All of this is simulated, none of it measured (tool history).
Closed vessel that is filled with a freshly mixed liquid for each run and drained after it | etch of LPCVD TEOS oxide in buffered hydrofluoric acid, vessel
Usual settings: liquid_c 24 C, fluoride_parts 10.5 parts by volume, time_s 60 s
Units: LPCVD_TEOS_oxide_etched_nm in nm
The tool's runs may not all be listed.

run,hour,liquid_c,fluoride_parts,time_s,"read-back film thickness of the LPCVD TEOS oxide reference wafer, read on the same gauge (nm)",LPCVD_TEOS_oxide_etched_nm
1,0,24,10.5,60,150,176.76
2,34.8,24,10.5,60,149.99,177.78
3,69.3,24,10.5,60,150.01,175.91
4,81.5,24,10.5,60,150,177.69
5,107.7,24,8.5,60,150.01,212.86
6,120.4,24,10.5,60,150.01,175.01
7,134,24,10.5,60,150,176.54
8,160.4,24,10.5,60,150.02,177.87
9,181.8,24,10.5,60,150,178.99
10,204.9,24,10.5,60,149.99,176.73
# hour 226.1: thermometer replaced
# hour 258.9: gauge calibrated
11,290.1,20.5,10.5,90,150.03,218.57
# hour 302: hydrofluoric acid flow meter replaced
12,312.1,27,14,70,150.03,184.08
13,329.4,24,10.5,60,149.99,180.32
14,364.2,24,13.5,70,150.02,162.93
15,382,24,10.5,60,149.99,179.84
16,397.3,24,12,40,149.98,104.14
17,412.5,28,10.5,60,150.01,221.26
18,440.2,28.5,8,30,150,144.41
19,462.3,22.5,8,75,150.03,261.73
20,478.9,26,10.5,60,150.01,193.06

Run 21 comes next. What will it give?
21,538.6,24,12,50,?,?

{"run 21": {"read-back film thickness of the LPCVD TEOS oxide reference wafer, read on the same gauge (nm)": 150, "LPCVD_TEOS_oxide_etched_nm": 131.84}}
Without the tool's hidden state the same run would have given LPCVD_TEOS_oxide_etched_nm 131.84 nm.

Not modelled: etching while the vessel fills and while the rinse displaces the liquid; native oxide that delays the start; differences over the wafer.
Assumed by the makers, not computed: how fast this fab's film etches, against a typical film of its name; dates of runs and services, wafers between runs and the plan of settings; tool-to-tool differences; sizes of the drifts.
